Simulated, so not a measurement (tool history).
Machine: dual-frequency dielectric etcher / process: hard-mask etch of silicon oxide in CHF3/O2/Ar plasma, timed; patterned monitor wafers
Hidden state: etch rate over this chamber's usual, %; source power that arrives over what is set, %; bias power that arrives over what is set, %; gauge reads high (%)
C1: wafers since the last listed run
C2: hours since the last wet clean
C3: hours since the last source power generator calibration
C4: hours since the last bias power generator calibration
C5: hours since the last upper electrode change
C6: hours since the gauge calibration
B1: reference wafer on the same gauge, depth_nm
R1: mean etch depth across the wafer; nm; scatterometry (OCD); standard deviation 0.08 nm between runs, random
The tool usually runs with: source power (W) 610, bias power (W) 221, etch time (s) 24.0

Run 1, hour 0.0: usual settings but etch time (s) 20.0; C1 0; C2 207.5; C3 1361.6; C4 2481.7; C5 2777.4; C6 334.9; B1 59.5. Result: R1 43.3 nm.
Run 2, hour 19.4: usual settings but etch time (s) 20.0; C1 198; C2 226.9; C3 1381.0; C4 2501.1; C5 2796.8; C6 354.3; B1 59.5. Result: R1 43.2 nm.
Run 3, hour 43.4: usual settings; C1 245; C2 250.9; C3 1405.0; C4 2525.1; C5 2820.8; C6 378.3; B1 59.5. Result: R1 51.9 nm.
At hour 48.8: gauge calibrated.
Run 4, hour 78.7: usual settings; C1 361; C2 286.2; C3 1440.3; C4 2560.4; C5 2856.1; C6 29.9; B1 59.5. Result: R1 51.8 nm.
Run 5, hour 103.2: usual settings; C1 251; C2 310.7; C3 1464.8; C4 2584.9; C5 2880.6; C6 54.4; B1 59.5. Result: R1 51.7 nm.
Run 6, hour 117.3: usual settings but bias power (W) 196; C1 144; C2 324.8; C3 1478.9; C4 2599.0; C5 2894.7; C6 68.5; B1 59.5. Result: R1 49.4 nm.
Run 7, hour 144.4: usual settings but bias power (W) 196; C1 277; C2 351.9; C3 1506.0; C4 2626.1; C5 2921.8; C6 95.6; B1 59.5. Result: R1 49.4 nm.
At hour 173.2: upper electrode replaced.
Run 8, hour 179.5: usual settings but source power (W) 670, bias power (W) 187; C1 113; C2 387.0; C3 1541.1; C4 2661.2; C5 6.3; C6 130.7; B1 59.5. Result: R1 50.3 nm.
At hour 215.1: wet clean of the chamber.
Run 9, hour 215.6: usual settings; C1 123; C2 0.5; C3 1577.2; C4 2697.3; C5 42.4; C6 166.8; B1 59.5. Result: R1 52.2 nm.
Run 10, hour 232.4: usual settings; C1 172; C2 17.3; C3 1594.0; C4 2714.1; C5 59.2; C6 183.6; B1 59.5. Result: R1 52.2 nm.
Run 11, hour 255.3: usual settings; C1 234; C2 40.2; C3 1616.9; C4 2737.0; C5 82.1; C6 206.5; B1 59.5. Result: R1 52.1 nm.
Run 12, hour 275.7: usual settings but source power (W) 520, bias power (W) 205, etch time (s) 28.0; C1 209; C2 60.6; C3 1637.3; C4 2757.4; C5 102.5; C6 226.9; B1 59.5. Result: R1 55.7 nm.
Run 13, hour 299.3: usual settings but etch time (s) 27.0; C1 241; C2 84.2; C3 1660.9; C4 2781.0; C5 126.1; C6 250.5; B1 59.5. Result: R1 58.6 nm.
Run 14, hour 332.4: usual settings but etch time (s) 27.5; C1 339; C2 117.3; C3 1694.0; C4 2814.1; C5 159.2; C6 283.6; B1 59.5. Result: R1 59.4 nm.

Predict the results of run 15:
Run 15, hour 355.2: usual settings but source power (W) 700, bias power (W) 273; C1 233; C2 140.1; C3 1716.8; C4 2836.9; C5 182.0; C6 306.4; B1 ?. Result: R1 ?.

Run 15 came out at B1 59.5, R1 58.9 nm.
Minus the tool's unlogged condition, the same run would have read R1 60.5 nm.
